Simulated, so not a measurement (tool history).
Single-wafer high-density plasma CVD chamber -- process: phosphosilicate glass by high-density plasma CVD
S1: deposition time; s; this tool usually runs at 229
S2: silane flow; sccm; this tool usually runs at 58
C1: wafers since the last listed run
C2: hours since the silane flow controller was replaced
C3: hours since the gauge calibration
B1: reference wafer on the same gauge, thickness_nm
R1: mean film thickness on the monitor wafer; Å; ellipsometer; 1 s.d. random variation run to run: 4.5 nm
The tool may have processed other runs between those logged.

run 1 day=0.000 | S1=260 S2=58 | C1=0 C2=1672.3 C3=496.9 | B1=1536.821 | R1=14453.76
-- day=1.738 gauge calibrated
run 2 day=2.504 | S1=260 S2=58 | C1=517 C2=1732.4 C3=18.4 | B1=1540.350 | R1=14375.10
run 3 day=4.292 | S1=260 S2=58 | C1=369 C2=1775.3 C3=61.3 | B1=1539.485 | R1=14377.05
run 4 day=6.558 | S1=229 S2=58 | C1=468 C2=1829.7 C3=115.7 | B1=1541.907 | R1=12603.66
run 5 day=7.771 | S1=229 S2=58 | C1=250 C2=1858.8 C3=144.8 | B1=1540.158 | R1=12658.97
run 6 day=9.904 | S1=229 S2=58 | C1=440 C2=1910.0 C3=196.0 | B1=1539.771 | R1=12643.92
run 7 day=11.358 | S1=229 S2=58 | C1=300 C2=1944.9 C3=230.9 | B1=1539.479 | R1=12603.07
run 8 day=12.700 | S1=229 S2=58 | C1=277 C2=1977.1 C3=263.1 | B1=1540.511 | R1=12562.22
run 9 day=14.146 | S1=252 S2=58 | C1=298 C2=2011.8 C3=297.8 | B1=1540.201 | R1=13828.78
run 10 day=16.238 | S1=229 S2=58 | C1=432 C2=2062.0 C3=348.0 | B1=1541.330 | R1=12549.32
run 11 day=18.858 | S1=269 S2=65 | C1=541 C2=2124.9 C3=410.9 | B1=1538.964 | R1=16226.94
run 12 day=19.967 | S1=185 S2=54 | C1=228 C2=2151.5 C3=437.5 | B1=1539.872 | R1=9428.58
-- day=21.454 silane flow controller replaced
run 13 day=21.662 | S1=266 S2=52 | C1=281 C2=5.0 C3=478.2 | B1=1541.559 | R1=13629.67
-- day=22.321 gauge calibrated
run 14 day=23.550 | S1=229 S2=47 | C1=389 C2=50.3 C3=29.5 | B1=1540.362 | R1=10753.85
run 15 day=26.017 | S1=255 S2=66 | C1=509 C2=109.5 C3=88.7 | B1=1540.951 | R1=16382.72
run 16 day=28.217 | S1=229 S2=58 | C1=454 C2=162.3 C3=141.5 | B1=1541.492 | R1=13099.08

Forecast each of these 3 alternatives for the next run:
run A day=28.238 | S1=229 S2=69 | C1=4 C2=162.8 C3=142.0 | B1=? | R1=?
run B day=28.238 | S1=196 S2=69 | C1=4 C2=162.8 C3=142.0 | B1=? | R1=?
run C day=28.238 | S1=229 S2=48 | C1=4 C2=162.8 C3=142.0 | B1=? | R1=?

run=A B1=1539.237 R1=15234.11
run=B B1=1539.237 R1=13038.80
run=C B1=1539.237 R1=10869.81
With the hidden condition removed and each run's random variation left untouched, the same runs would have given:
run=A R1=15375.20
run=B R1=13159.56
run=C R1=10970.48

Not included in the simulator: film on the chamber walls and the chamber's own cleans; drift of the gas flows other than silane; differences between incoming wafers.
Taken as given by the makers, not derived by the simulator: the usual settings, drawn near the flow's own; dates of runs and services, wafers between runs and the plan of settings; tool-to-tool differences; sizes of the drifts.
